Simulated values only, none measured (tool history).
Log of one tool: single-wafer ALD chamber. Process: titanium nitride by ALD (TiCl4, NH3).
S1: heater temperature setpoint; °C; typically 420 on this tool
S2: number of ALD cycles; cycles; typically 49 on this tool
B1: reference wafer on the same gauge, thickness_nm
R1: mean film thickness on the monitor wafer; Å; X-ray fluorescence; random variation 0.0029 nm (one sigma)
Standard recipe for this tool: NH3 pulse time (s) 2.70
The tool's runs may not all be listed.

Run 1, hour 0.0: usual settings but S2 44 cycles; B1 1.039. Result: R1 10.45 Å.
Run 2, hour 16.6: usual settings; B1 1.041. Result: R1 11.63 Å.
Run 3, hour 34.4: usual settings; B1 1.040. Result: R1 11.60 Å.
Run 4, hour 53.7: usual settings; B1 1.040. Result: R1 11.60 Å.
Run 5, hour 65.6: usual settings; B1 1.040. Result: R1 11.71 Å.
Run 6, hour 77.5: usual settings; B1 1.040. Result: R1 11.63 Å.
Run 7, hour 93.1: usual settings; B1 1.040. Result: R1 11.60 Å.
Run 8, hour 100.6: usual settings but NH3 pulse time (s) 2.47; B1 1.040. Result: R1 11.60 Å.
At hour 101.0: gauge calibrated.
Run 9, hour 117.1: usual settings but NH3 pulse time (s) 3.14; B1 1.041. Result: R1 11.68 Å.
Run 10, hour 129.6: usual settings but S2 42 cycles, NH3 pulse time (s) 3.48; B1 1.040. Result: R1 10.06 Å.
Run 11, hour 137.0: usual settings; B1 1.040. Result: R1 11.66 Å.
At hour 149.4: thermocouple changed; heater temperature recalibrated.
At hour 154.0: showerhead replaced.
Run 12, hour 154.5: usual settings but S1 433 °C; B1 1.040. Result: R1 11.72 Å.
Run 13, hour 158.2: usual settings but S1 435 °C; B1 1.039. Result: R1 11.64 Å.
Run 14, hour 173.9: usual settings but S1 415 °C, S2 41 cycles, NH3 pulse time (s) 3.61; B1 1.040. Result: R1 9.80 Å.
Run 15, hour 222.1: usual settings but S1 415 °C, S2 41 cycles, NH3 pulse time (s) 3.65; B1 1.040. Result: R1 9.80 Å.
Run 16, hour 233.4: usual settings but NH3 pulse time (s) 1.66; B1 1.040. Result: R1 11.51 Å.
Run 17, hour 243.2: usual settings; B1 1.040. Result: R1 11.63 Å.
Run 18, hour 255.5: usual settings but S1 424 °C, NH3 pulse time (s) 2.14; B1 1.040. Result: R1 11.57 Å.

Each row is a separate what-if for the run after 18, all from the same tool condition, not one after another. Results?
Run A, hour 256.0: usual settings; B1 ?. Result: R1 ?.
Run B, hour 256.0: usual settings but S1 431 °C; B1 ?. Result: R1 ?.
Run C, hour 256.0: usual settings but S1 413 °C, S2 45 cycles, NH3 pulse time (s) 1.71; B1 ?. Result: R1 ?.
Run D, hour 256.0: usual settings but S1 416 °C; B1 ?. Result: R1 ?.
Run E, hour 256.0: usual settings but S2 59 cycles, NH3 pulse time (s) 1.69; B1 ?. Result: R1 ?.

run     B1     R1
  A  1.040  11.64
  B  1.040  11.65
  C  1.040  10.54
  D  1.040  11.63
  E  1.040  13.85
The same runs, with their run-to-run variation unchanged, on a tool lacking any hidden condition would have given:
run     R1
  A  11.64
  B  11.65
  C  10.54
  D  11.63
  E  13.85
